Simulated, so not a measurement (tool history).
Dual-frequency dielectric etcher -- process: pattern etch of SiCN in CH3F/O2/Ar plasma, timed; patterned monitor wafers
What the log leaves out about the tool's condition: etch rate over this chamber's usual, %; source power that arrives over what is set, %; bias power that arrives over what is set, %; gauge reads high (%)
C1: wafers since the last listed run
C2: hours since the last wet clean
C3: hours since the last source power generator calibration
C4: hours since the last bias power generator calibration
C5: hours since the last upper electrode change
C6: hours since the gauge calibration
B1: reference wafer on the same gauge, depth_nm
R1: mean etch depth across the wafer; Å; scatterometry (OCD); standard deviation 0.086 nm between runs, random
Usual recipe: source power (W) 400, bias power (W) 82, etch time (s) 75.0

Run 1, hour 0.0: usual settings but bias power (W) 69; C1 0; C2 241.7; C3 1918.6; C4 3895.3; C5 3515.5; C6 413.8; B1 25.14. Result: R1 284.3 Å.
Run 2, hour 83.2: usual settings but bias power (W) 69; C1 1109; C2 324.9; C3 2001.8; C4 3978.5; C5 3598.7; C6 497.0; B1 25.22. Result: R1 286.8 Å.
Run 3, hour 152.8: usual settings but bias power (W) 69; C1 928; C2 394.5; C3 2071.4; C4 4048.1; C5 3668.3; C6 566.6; B1 25.28. Result: R1 286.6 Å.
At hour 212.1: wet clean of the chamber.
Run 4, hour 222.1: usual settings; C1 604; C2 10.0; C3 2140.7; C4 4117.4; C5 3737.6; C6 635.9; B1 25.31. Result: R1 298.8 Å.
Run 5, hour 282.4: usual settings; C1 804; C2 70.3; C3 2201.0; C4 4177.7; C5 3797.9; C6 696.2; B1 25.34. Result: R1 298.1 Å.
Run 6, hour 321.8: usual settings but bias power (W) 92; C1 525; C2 109.7; C3 2240.4; C4 4217.1; C5 3837.3; C6 735.6; B1 25.36. Result: R1 308.6 Å.
Run 7, hour 387.7: usual settings but bias power (W) 92; C1 879; C2 175.6; C3 2306.3; C4 4283.0; C5 3903.2; C6 801.5; B1 25.43. Result: R1 306.1 Å.
Run 8, hour 444.8: usual settings but bias power (W) 92; C1 761; C2 232.7; C3 2363.4; C4 4340.1; C5 3960.3; C6 858.6; B1 25.45. Result: R1 309.5 Å.
At hour 480.0: gauge calibrated.
Run 9, hour 524.3: usual settings but bias power (W) 70, etch time (s) 90.0; C1 1060; C2 312.2; C3 2442.9; C4 4419.6; C5 4039.8; C6 44.3; B1 24.96. Result: R1 338.4 Å.
Run 10, hour 618.6: usual settings but bias power (W) 70, etch time (s) 90.0; C1 1258; C2 406.5; C3 2537.2; C4 4513.9; C5 4134.1; C6 138.6; B1 25.02. Result: R1 342.0 Å.
At hour 709.8: wet clean of the chamber.
Run 11, hour 710.3: usual settings but etch time (s) 53.5; C1 903; C2 0.5; C3 2628.9; C4 4605.6; C5 4225.8; C6 230.3; B1 25.10. Result: R1 210.6 Å.
At hour 758.7: source power generator calibrated.
At hour 773.2: bias power generator calibrated.
Run 12, hour 773.7: usual settings but source power (W) 490, bias power (W) 96, etch time (s) 55.0; C1 739; C2 63.9; C3 15.0; C4 0.5; C5 4289.2; C6 293.7; B1 25.11. Result: R1 238.7 Å.
Run 13, hour 867.7: usual settings but source power (W) 440, bias power (W) 92, etch time (s) 91.0; C1 1254; C2 157.9; C3 109.0; C4 94.5; C5 4383.2; C6 387.7; B1 25.21. Result: R1 379.1 Å.
Run 14, hour 908.9: usual settings but source power (W) 360, bias power (W) 102; C1 549; C2 199.1; C3 150.2; C4 135.7; C5 4424.4; C6 428.9; B1 25.20. Result: R1 305.6 Å.
At hour 969.0: upper electrode replaced.
Run 15, hour 1005.0: usual settings but source power (W) 460, bias power (W) 92; C1 961; C2 295.2; C3 246.3; C4 231.8; C5 36.0; C6 525.0; B1 25.30. Result: R1 317.8 Å.
Run 16, hour 1085.6: usual settings but source power (W) 320, bias power (W) 65, etch time (s) 88.5; C1 1075; C2 375.8; C3 326.9; C4 312.4; C5 116.6; C6 605.6; B1 25.35. Result: R1 314.6 Å.
At hour 1143.3: wet clean of the chamber.
Run 17, hour 1183.5: usual settings but source power (W) 320, bias power (W) 75; C1 985; C2 40.2; C3 424.8; C4 410.3; C5 214.5; C6 703.5; B1 25.37. Result: R1 275.9 Å.
Run 18, hour 1236.5: usual settings but bias power (W) 90; C1 707; C2 93.2; C3 477.8; C4 463.3; C5 267.5; C6 756.5; B1 25.40. Result: R1 308.5 Å.
Run 19, hour 1310.3: usual settings but source power (W) 350, bias power (W) 74, etch time (s) 68.5; C1 984; C2 167.0; C3 551.6; C4 537.1; C5 341.3; C6 830.3; B1 25.47. Result: R1 256.8 Å.
Run 20, hour 1375.1: usual settings; C1 864; C2 231.8; C3 616.4; C4 601.9; C5 406.1; C6 895.1; B1 25.50. Result: R1 300.8 Å.
At hour 1390.0: gauge calibrated.
Run 21, hour 1482.0: usual settings; C1 1426; C2 338.7; C3 723.3; C4 708.8; C5 513.0; C6 92.0; B1 25.01. Result: R1 295.3 Å.

Entry by entry between the runs, the difference in hidden state between the last listed run before and the first listed run after:
Between runs 3 and 4: wet clean of the chamber (hour 212.1)
  gauge reads high (%): 1.4 -> 1.58
  difference, measured minus the result without the unlogged condition, R1: +3.9 -> +4.6 Å
Between runs 8 and 9: gauge calibrated (hour 480.0)
  gauge reads high (%): 2.16 -> 0.259
  difference, measured minus the result without the unlogged condition, R1: +6.5 -> +0.9 Å
Between runs 10 and 11: wet clean of the chamber (hour 709.8)
  gauge reads high (%): 0.503 -> 0.741
  difference, measured minus the result without the unlogged condition, R1: +1.7 -> +1.6 Å
Between runs 11 and 12: source power generator calibrated (hour 758.7); bias power generator calibrated (hour 773.2)
  gauge reads high (%): 0.741 -> 0.906
  difference, measured minus the result without the unlogged condition, R1: +1.6 -> +2.1 Å
Between runs 14 and 15: upper electrode replaced (hour 969.0)
  gauge reads high (%): 1.26 -> 1.51
  difference, measured minus the result without the unlogged condition, R1: +3.8 -> +4.7 Å
Between runs 16 and 17: wet clean of the chamber (hour 1143.3)
  gauge reads high (%): 1.71 -> 1.97
  difference, measured minus the result without the unlogged condition, R1: +5.3 -> +5.3 Å
Between runs 20 and 21: gauge calibrated (hour 1390.0)
  gauge reads high (%): 2.47 -> 0.442
  difference, measured minus the result without the unlogged condition, R1: +7.2 -> +1.3 Å
